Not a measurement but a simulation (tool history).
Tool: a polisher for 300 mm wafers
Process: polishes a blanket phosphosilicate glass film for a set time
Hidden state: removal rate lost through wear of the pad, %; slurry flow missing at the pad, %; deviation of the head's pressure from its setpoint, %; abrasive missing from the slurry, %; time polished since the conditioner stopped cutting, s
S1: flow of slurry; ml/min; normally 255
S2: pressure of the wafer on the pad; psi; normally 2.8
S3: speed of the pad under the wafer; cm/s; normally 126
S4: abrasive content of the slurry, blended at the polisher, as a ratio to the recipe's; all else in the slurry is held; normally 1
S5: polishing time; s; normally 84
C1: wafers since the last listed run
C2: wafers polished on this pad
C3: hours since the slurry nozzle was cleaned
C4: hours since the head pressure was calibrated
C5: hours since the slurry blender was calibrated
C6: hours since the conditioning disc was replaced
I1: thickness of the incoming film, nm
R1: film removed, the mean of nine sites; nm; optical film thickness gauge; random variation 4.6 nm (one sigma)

run 1 hour=0 | S1=255 S2=2.8 S3=126 S4=1 S5=84 | C1=0 C2=1173 C3=365.9 C4=95.1 C5=154.4 C6=109.8 | I1=3109.5 | R1=671.3
-- hour=20.3 worn pad replaced by a new one
run 2 hour=43.4 | S1=255 S2=2.8 S3=126 S4=1 S5=84 | C1=230 C2=135 C3=409.3 C4=138.5 C5=197.8 C6=153.2 | I1=3070.5 | R1=681.3
run 3 hour=78.3 | S1=255 S2=2.8 S3=126 S4=1 S5=84 | C1=204 C2=340 C3=444.2 C4=173.4 C5=232.7 C6=188.1 | I1=3080.2 | R1=674.7
-- hour=95.4 slurry blender recalibrated
-- hour=120 conditioning disc replaced and pad reconditioned
run 4 hour=128 | S1=255 S2=2.8 S3=126 S4=1 S5=84 | C1=267 C2=608 C3=493.9 C4=223.1 C5=32.6 C6=8 | I1=3083.2 | R1=677.5
run 5 hour=167.5 | S1=255 S2=2.8 S3=126 S4=1 S5=84 | C1=231 C2=839 C3=533.4 C4=262.6 C5=72.1 C6=47.5 | I1=3131.8 | R1=673.3
run 6 hour=197.8 | S1=255 S2=3.2 S3=126 S4=1 S5=84 | C1=177 C2=1017 C3=563.7 C4=292.9 C5=102.4 C6=77.8 | I1=3110.9 | R1=751.4
-- hour=249.3 worn pad replaced by a new one
run 7 hour=257.2 | S1=255 S2=3.2 S3=126 S4=1 S5=84 | C1=324 C2=46 C3=623.1 C4=352.3 C5=161.8 C6=137.2 | I1=3144.3 | R1=749.4
run 8 hour=318.1 | S1=255 S2=3.2 S3=126 S4=1 S5=84 | C1=357 C2=403 C3=684 C4=413.2 C5=222.7 C6=198.1 | I1=3085.9 | R1=757.1
-- hour=327.4 conditioning disc replaced and pad reconditioned
run 9 hour=343.8 | S1=255 S2=2.8 S3=126 S4=1 S5=84 | C1=138 C2=542 C3=709.7 C4=438.9 C5=248.4 C6=16.4 | I1=3115.2 | R1=679.5
-- hour=358.5 slurry blender recalibrated
run 10 hour=409.5 | S1=255 S2=2.8 S3=126 S4=1 S5=96 | C1=373 C2=915 C3=775.4 C4=504.6 C5=51 C6=82.1 | I1=3091 | R1=770.1
run 11 hour=457.5 | S1=255 S2=2.8 S3=126 S4=1 S5=96 | C1=281 C2=1197 C3=823.4 C4=552.6 C5=99 C6=130.1 | I1=3162.5 | R1=765.4
run 12 hour=481.6 | S1=255 S2=2.8 S3=126 S4=1 S5=84 | C1=141 C2=1338 C3=847.5 C4=576.7 C5=123.1 C6=154.2 | I1=3117.2 | R1=674.3
-- hour=499 worn pad replaced by a new one
-- hour=531.7 slurry nozzle cleaned
run 13 hour=541.3 | S1=255 S2=2.8 S3=126 S4=1 S5=84 | C1=320 C2=242 C3=9.6 C4=636.4 C5=182.8 C6=213.9 | I1=3113 | R1=680.6
-- hour=562.6 conditioning disc replaced and pad reconditioned
-- hour=596.1 slurry blender recalibrated
run 14 hour=608.8 | S1=255 S2=2.8 S3=126 S4=1 S5=84 | C1=372 C2=614 C3=77.1 C4=703.9 C5=12.7 C6=46.2 | I1=3138.5 | R1=676.5
-- hour=645.1 head pressure recalibrated
run 15 hour=667.2 | S1=290 S2=3.7 S3=126 S4=1 S5=84 | C1=330 C2=945 C3=135.5 C4=22.1 C5=71.1 C6=104.6 | I1=3084.1 | R1=839.6
run 16 hour=709 | S1=200 S2=2.8 S3=82 S4=1.1 S5=84 | C1=245 C2=1190 C3=177.3 C4=63.9 C5=112.9 C6=146.4 | I1=3103.7 | R1=561.1
-- hour=733.4 worn pad replaced by a new one
run 17 hour=759.7 | S1=255 S2=2.8 S3=126 S4=1 S5=84 | C1=273 C2=154 C3=228 C4=114.6 C5=163.6 C6=197.1 | I1=3138.4 | R1=678.1
-- hour=767.5 conditioning disc replaced and pad reconditioned
run 18 hour=790.1 | S1=285 S2=2.8 S3=126 S4=1 S5=71 | C1=166 C2=320 C3=258.4 C4=145 C5=194 C6=22.6 | I1=3147.8 | R1=581.8
run 19 hour=851.4 | S1=255 S2=2.8 S3=126 S4=1 S5=84 | C1=359 C2=680 C3=319.7 C4=206.3 C5=255.3 C6=83.9 | I1=3088.9 | R1=678.5
run 20 hour=878.6 | S1=255 S2=2.8 S3=126 S4=1 S5=84 | C1=159 C2=839 C3=346.9 C4=233.5 C5=282.5 C6=111.1 | I1=3122.7 | R1=674.7
-- hour=887.2 slurry blender recalibrated
run 21 hour=926.8 | S1=320 S2=2.5 S3=126 S4=1 S5=84 | C1=270 C2=1110 C3=395.1 C4=281.7 C5=39.6 C6=159.3 | I1=3107.2 | R1=643.5
-- hour=955.6 worn pad replaced by a new one
run 22 hour=997.1 | S1=335 S2=1.9 S3=126 S4=1.1 S5=84 | C1=388 C2=243 C3=465.4 C4=352 C5=109.9 C6=229.6 | I1=3090.2 | R1=539.9
-- hour=1025.9 conditioning disc replaced and pad reconditioned
run 23 hour=1062.8 | S1=255 S2=2.8 S3=126 S4=1 S5=104 | C1=373 C2=616 C3=531.1 C4=417.7 C5=175.6 C6=36.9 | I1=3046.6 | R1=838.8
run 24 hour=1133.4 | S1=255 S2=2.8 S3=126 S4=0.8 S5=84 | C1=413 C2=1030 C3=601.7 C4=488.3 C5=246.2 C6=107.5 | I1=3035.5 | R1=631.1
-- hour=1156.1 slurry blender recalibrated
run 25 hour=1178.3 | S1=340 S2=2.8 S3=108 S4=1 S5=84 | C1=251 C2=1282 C3=646.6 C4=533.2 C5=22.2 C6=152.4 | I1=3119 | R1=640.5

Run-by-run hidden state of the tool:
removal rate lost through wear of the pad, %: 0 in every run
slurry flow missing at the pad, %: 0 in every run
deviation of the head's pressure from its setpoint, %: 0 in every run
abrasive missing from the slurry, %: 0 in every run
time polished since the conditioner stopped cutting, s: 0 in every run
